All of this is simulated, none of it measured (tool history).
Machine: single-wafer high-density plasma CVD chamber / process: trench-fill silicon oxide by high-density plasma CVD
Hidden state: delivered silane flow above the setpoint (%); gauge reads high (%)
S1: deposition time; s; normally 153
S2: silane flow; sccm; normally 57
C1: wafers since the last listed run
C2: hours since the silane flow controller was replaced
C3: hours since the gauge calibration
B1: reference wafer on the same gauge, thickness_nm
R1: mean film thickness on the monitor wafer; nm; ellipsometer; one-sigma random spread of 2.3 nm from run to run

run 1 hour=0.0 | S1=153 S2=57 | C1=0 C2=2954.0 C3=1021.4 | B1=943.414 | R1=845.183
run 2 hour=16.7 | S1=153 S2=57 | C1=212 C2=2970.7 C3=1038.1 | B1=942.914 | R1=849.909
run 3 hour=38.8 | S1=153 S2=57 | C1=281 C2=2992.8 C3=1060.2 | B1=944.265 | R1=847.323
run 4 hour=56.0 | S1=143 S2=57 | C1=218 C2=3010.0 C3=1077.4 | B1=943.068 | R1=786.924
run 5 hour=74.6 | S1=153 S2=57 | C1=236 C2=3028.6 C3=1096.0 | B1=944.362 | R1=846.643
run 6 hour=100.9 | S1=153 S2=51 | C1=334 C2=3054.9 C3=1122.3 | B1=945.418 | R1=772.202
run 7 hour=129.7 | S1=153 S2=51 | C1=366 C2=3083.7 C3=1151.1 | B1=944.126 | R1=771.790
run 8 hour=151.8 | S1=153 S2=51 | C1=281 C2=3105.8 C3=1173.2 | B1=943.717 | R1=771.741
run 9 hour=247.5 | S1=146 S2=57 | C1=1216 C2=3201.5 C3=1268.9 | B1=944.218 | R1=802.934
run 10 hour=268.1 | S1=146 S2=57 | C1=261 C2=3222.1 C3=1289.5 | B1=944.068 | R1=805.914
run 11 hour=284.7 | S1=146 S2=57 | C1=211 C2=3238.7 C3=1306.1 | B1=944.426 | R1=807.150
run 12 hour=303.2 | S1=144 S2=57 | C1=235 C2=3257.2 C3=1324.6 | B1=943.696 | R1=795.770
run 13 hour=321.7 | S1=144 S2=57 | C1=235 C2=3275.7 C3=1343.1 | B1=944.328 | R1=796.338
run 14 hour=347.1 | S1=144 S2=57 | C1=322 C2=3301.1 C3=1368.5 | B1=944.096 | R1=797.173
run 15 hour=377.2 | S1=153 S2=57 | C1=382 C2=3331.2 C3=1398.6 | B1=944.383 | R1=844.674
-- hour=405.7 gauge calibrated
run 16 hour=414.3 | S1=153 S2=57 | C1=471 C2=3368.3 C3=8.6 | B1=943.823 | R1=850.058
run 17 hour=448.9 | S1=153 S2=57 | C1=439 C2=3402.9 C3=43.2 | B1=944.802 | R1=843.846
run 18 hour=472.9 | S1=153 S2=57 | C1=305 C2=3426.9 C3=67.2 | B1=943.418 | R1=843.991
run 19 hour=491.3 | S1=153 S2=57 | C1=233 C2=3445.3 C3=85.6 | B1=943.901 | R1=841.527
run 20 hour=505.6 | S1=136 S2=51 | C1=181 C2=3459.6 C3=99.9 | B1=944.138 | R1=685.626
run 21 hour=531.3 | S1=136 S2=51 | C1=326 C2=3485.3 C3=125.6 | B1=943.782 | R1=681.656
run 22 hour=543.7 | S1=153 S2=57 | C1=157 C2=3497.7 C3=138.0 | B1=944.155 | R1=843.477
run 23 hour=558.1 | S1=126 S2=64 | C1=183 C2=3512.1 C3=152.4 | B1=943.041 | R1=767.830
run 24 hour=571.1 | S1=173 S2=62 | C1=165 C2=3525.1 C3=165.4 | B1=944.063 | R1=1020.741
run 25 hour=588.4 | S1=181 S2=64 | C1=219 C2=3542.4 C3=182.7 | B1=944.077 | R1=1097.136
run 26 hour=621.5 | S1=172 S2=47 | C1=420 C2=3575.5 C3=215.8 | B1=943.273 | R1=812.157
run 27 hour=647.7 | S1=153 S2=57 | C1=333 C2=3601.7 C3=242.0 | B1=944.443 | R1=844.679
run 28 hour=668.8 | S1=153 S2=51 | C1=268 C2=3622.8 C3=263.1 | B1=944.157 | R1=769.200
run 29 hour=692.3 | S1=167 S2=57 | C1=298 C2=3646.3 C3=286.6 | B1=942.580 | R1=920.605
run 30 hour=736.0 | S1=180 S2=67 | C1=555 C2=3690.0 C3=330.3 | B1=944.623 | R1=1137.748
run 31 hour=762.1 | S1=163 S2=64 | C1=331 C2=3716.1 C3=356.4 | B1=944.556 | R1=990.813
run 32 hour=778.0 | S1=129 S2=64 | C1=202 C2=3732.0 C3=372.3 | B1=942.692 | R1=787.106
run 33 hour=803.7 | S1=180 S2=51 | C1=326 C2=3757.7 C3=398.0 | B1=942.509 | R1=907.368
run 34 hour=830.0 | S1=153 S2=57 | C1=334 C2=3784.0 C3=424.3 | B1=943.195 | R1=839.701
run 35 hour=862.9 | S1=173 S2=62 | C1=418 C2=3816.9 C3=457.2 | B1=943.883 | R1=1020.707
run 36 hour=875.1 | S1=124 S2=68 | C1=155 C2=3829.1 C3=469.4 | B1=943.943 | R1=793.717
-- hour=909.6 silane flow controller replaced
run 37 hour=910.0 | S1=153 S2=57 | C1=342 C2=0.4 C3=504.3 | B1=943.510 | R1=887.829
run 38 hour=940.3 | S1=139 S2=57 | C1=385 C2=30.7 C3=534.6 | B1=943.479 | R1=805.838
run 39 hour=954.5 | S1=181 S2=46 | C1=180 C2=44.9 C3=548.8 | B1=943.514 | R1=878.264
run 40 hour=1039.3 | S1=153 S2=57 | C1=1078 C2=129.7 C3=633.6 | B1=944.655 | R1=882.422
run 41 hour=1064.2 | S1=178 S2=47 | C1=316 C2=154.6 C3=658.5 | B1=944.633 | R1=881.911
run 42 hour=1092.5 | S1=153 S2=57 | C1=359 C2=182.9 C3=686.8 | B1=945.021 | R1=878.612
run 43 hour=1109.2 | S1=153 S2=68 | C1=212 C2=199.6 C3=703.5 | B1=944.687 | R1=1021.651
run 44 hour=1139.1 | S1=138 S2=50 | C1=380 C2=229.5 C3=733.4 | B1=944.175 | R1=713.529

Below, some changes in R1 between adjacent runs. For each, the amount present without the hidden state too (settings, incoming material, random variation) and the amount remaining for the hidden state with gauge scatter not shared by both compared results:
Run 23 -> 24: S1 126 -> 173, S2 64 -> 62. R1 +252.911 nm: hidden state -12.995, all else +265.906.
Run 25 -> 26: S1 181 -> 172, S2 64 -> 47. R1 -284.979 nm: hidden state +14.529, all else -299.508.
Run 36 -> 37: S1 124 -> 153, S2 68 -> 57, silane flow controller replaced. R1 +94.112 nm: hidden state +39.858, all else +54.254.
Run 43 -> 44: S1 153 -> 138, S2 68 -> 50. R1 -308.122 nm: hidden state +1.935, all else -310.057.

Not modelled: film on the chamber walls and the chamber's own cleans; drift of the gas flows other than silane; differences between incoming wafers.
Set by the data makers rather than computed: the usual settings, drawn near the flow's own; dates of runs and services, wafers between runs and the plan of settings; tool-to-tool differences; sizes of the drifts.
